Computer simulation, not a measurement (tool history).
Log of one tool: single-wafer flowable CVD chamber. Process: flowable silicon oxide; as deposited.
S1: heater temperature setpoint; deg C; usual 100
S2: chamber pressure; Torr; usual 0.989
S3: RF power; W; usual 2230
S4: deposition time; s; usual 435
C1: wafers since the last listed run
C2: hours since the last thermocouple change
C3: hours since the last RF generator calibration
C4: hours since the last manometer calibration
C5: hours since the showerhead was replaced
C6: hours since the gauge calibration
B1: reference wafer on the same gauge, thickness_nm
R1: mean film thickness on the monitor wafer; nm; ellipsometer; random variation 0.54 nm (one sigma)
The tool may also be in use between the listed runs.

run   hour   S1     S2    S3   S4  C1      C2      C3      C4      C5     C6       B1       R1
  1    0.0  100  0.989  2230  435   0  2261.4  1122.5  2437.0  5994.2  241.4  351.014  471.310
  2   10.4  100  0.989  1940  482  39  2271.8  1132.9  2447.4  6004.6  251.8  351.012  511.592
  3   18.8  100  0.989  2230  435  31  2280.2  1141.3  2455.8  6013.0  260.2  351.014  471.719
  4   28.3  100  0.989  2230  435  35  2289.7  1150.8  2465.3  6022.5  269.7  351.084  472.281
  5   38.7  100  0.989  2230  435  39  2300.1  1161.2  2475.7  6032.9  280.1  351.052  473.224
  6   56.5  100  0.989  2230  407  66  2317.9  1179.0  2493.5  6050.7  297.9  350.907  442.782
  7   69.6  100  0.989  2230  407  49  2331.0  1192.1  2506.6  6063.8  311.0  350.926  443.666
  8   76.7  100  0.989  2230  435  26  2338.1  1199.2  2513.7  6070.9  318.1  351.067  475.621
  9   94.1  100  0.989  2230  435  65  2355.5  1216.6  2531.1  6088.3  335.5  351.055  474.457
     101.1  -- gauge calibrated
     115.9  -- RF generator calibrated
 10  116.4  100  0.989  2230  435  53  2377.8     0.5  2553.4  6110.6   15.3  350.872  477.258
     125.2  -- showerhead replaced
 11  125.7  100  0.989  2230  435   4  2387.1     9.8  2562.7     0.5   24.6  351.031  476.555
 12  135.0   96  0.780  2230  380  34  2396.4    19.1  2572.0     9.8   33.9  350.806  383.742
 13  142.3  100  0.989  2230  435  27  2403.7    26.4  2579.3    17.1   41.2  351.063  478.285
     151.2  -- thermocouple changed; heater temperature recalibrated
 14  158.3  100  0.989  2230  435  30     7.1    42.4  2595.3    33.1   57.2  351.102  376.562
 15  172.2  107  1.148  2565  463  52    21.0    56.3  2609.2    47.0   71.1  351.121  360.245
 16  189.1  111  1.061  2230  480  63    37.9    73.2  2626.1    63.9   88.0  351.024  295.221
     202.4  -- capacitance manometer re-zeroed and calibrated
 17  202.9  109  0.821  2230  435  21    51.7    87.0     0.5    77.7  101.8  351.182  209.210
 18  215.1  107  1.148  2565  463  45    63.9    99.2    12.7    89.9  114.0  351.159  340.010
 19  229.8  100  0.989  2540  471  55    78.6   113.9    27.4   104.6  128.7  350.852  390.971
 20  245.5  100  0.989  2230  435  58    94.3   129.6    43.1   120.3  144.4  350.986  357.092
 21  255.1   86  0.989  2230  491  36   103.9   139.2    52.7   129.9  154.0  351.175  672.117
 22  266.5   95  1.190  2230  435  42   115.3   150.6    64.1   141.3  165.4  350.990  514.336
 23  285.4   88  0.989  2230  435  70   134.2   169.5    83.0   160.2  184.3  350.991  559.274

How the hidden state differs across the entries between the runs, from the last listed run before each to the first after it:
Between runs 9 and 10: gauge calibrated (hour 101.1); RF generator calibrated (hour 115.9)
  wafer temperature above the value expected at the setpoint (K): -5.76 -> -5.8; true pressure above the setpoint (%): 7.28 -> 7.29
  measured less the result without the state, R1: +117.828 -> +119.162 nm
Between runs 10 and 11: showerhead replaced (hour 125.2)
  wafer temperature above the value expected at the setpoint (K): -5.8 -> -5.82; true pressure above the setpoint (%): 7.29 -> 7.3
  measured less the result without the state, R1: +119.162 -> +119.252 nm
Between runs 13 and 14: thermocouple changed; heater temperature recalibrated (hour 151.2)
  wafer temperature above the value expected at the setpoint (K): -5.85 -> 0.406; true pressure above the setpoint (%): 7.31 -> 7.32
  measured less the result without the state, R1: +120.160 -> +19.943 nm
Between runs 16 and 17: capacitance manometer re-zeroed and calibrated (hour 202.4)
  wafer temperature above the value expected at the setpoint (K): 0.346 -> 0.319; true pressure above the setpoint (%): 7.34 -> 0.432
  measured less the result without the state, R1: +15.190 -> -1.462 nm

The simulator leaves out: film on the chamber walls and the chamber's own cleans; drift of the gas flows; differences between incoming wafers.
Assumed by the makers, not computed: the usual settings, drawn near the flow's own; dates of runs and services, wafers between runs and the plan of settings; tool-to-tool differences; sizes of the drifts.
